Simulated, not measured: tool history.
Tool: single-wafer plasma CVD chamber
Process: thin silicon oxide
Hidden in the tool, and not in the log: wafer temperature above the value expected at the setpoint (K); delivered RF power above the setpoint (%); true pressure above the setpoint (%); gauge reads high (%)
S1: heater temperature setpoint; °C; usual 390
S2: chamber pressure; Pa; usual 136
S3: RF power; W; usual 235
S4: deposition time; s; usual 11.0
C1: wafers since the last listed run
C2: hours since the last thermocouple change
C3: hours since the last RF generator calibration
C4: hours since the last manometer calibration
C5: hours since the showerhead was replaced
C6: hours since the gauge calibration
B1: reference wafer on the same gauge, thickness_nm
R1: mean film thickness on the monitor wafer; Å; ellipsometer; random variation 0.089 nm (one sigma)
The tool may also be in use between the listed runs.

run,day,S1,S2,S3,S4,C1,C2,C3,C4,C5,C6,B1,R1
1,0.000,390,136,235,11.0,0,2200.6,1684.1,2214.4,5481.9,38.1,25.602,217.94
2,0.721,390,136,235,9.5,651,2217.9,1701.4,2231.7,5499.2,55.4,25.601,190.24
3,1.275,390,136,235,9.5,501,2231.2,1714.7,2245.0,5512.5,68.7,25.589,189.22
4,2.121,390,136,235,9.5,764,2251.5,1735.0,2265.3,5532.8,89.0,25.586,189.38
5,2.771,390,136,235,9.4,587,2267.1,1750.6,2280.9,5548.4,104.6,25.594,186.47
6,4.142,390,136,235,9.4,1239,2300.0,1783.5,2313.8,5581.3,137.5,25.566,186.45
7,4.725,390,136,235,9.4,527,2314.0,1797.5,2327.8,5595.3,151.5,25.607,187.83
8,5.238,379,136,235,9.1,463,2326.3,1809.8,2340.1,5607.6,163.8,25.618,181.70
9,6.688,390,103,275,11.0,1311,2361.1,1844.6,2374.9,5642.4,198.6,25.599,195.87
10,7.671,390,119,195,11.0,889,2384.7,1868.2,2398.5,5666.0,222.2,25.606,181.05
11,8.446,390,125,195,9.0,700,2403.3,1886.8,2417.1,5684.6,240.8,25.595,156.15
12,8.971,390,136,235,9.5,474,2415.9,1899.4,2429.7,5697.2,253.4,25.593,189.70
13,9.471,403,136,235,11.0,452,2427.9,1911.4,2441.7,5709.2,265.4,25.564,217.16
14,10.488,390,136,235,11.0,919,2452.3,1935.8,2466.1,5733.6,289.8,25.601,217.35
# day 11.425: RF generator calibrated
# day 11.946: capacitance manometer re-zeroed and calibrated
15,11.967,390,153,195,13.0,734,2487.8,13.0,0.5,5769.1,325.3,25.604,246.63
16,12.208,390,136,235,11.0,218,2493.6,18.8,6.3,5774.9,331.1,25.625,213.90
17,12.717,394,160,250,10.3,459,2505.8,31.0,18.5,5787.1,343.3,25.607,226.14
# day 13.404: thermocouple changed; heater temperature recalibrated
18,13.917,396,136,195,12.8,783,12.3,59.8,47.3,5815.9,372.1,25.594,224.72
# day 14.604: showerhead replaced
19,15.233,390,136,235,11.0,889,43.9,91.4,78.9,15.1,403.7,25.609,214.89

Run 20 comes next. What will it give?
# day 17.662: RF generator calibrated, repeated, since the last time left the tool worse
20,18.729,390,168,250,11.0,2860,127.8,25.6,162.8,99.0,487.6,?,?

B1: 25.614
R1: 260.41 Å
Without the tool's hidden state the same run would have given R1 261.10 Å.
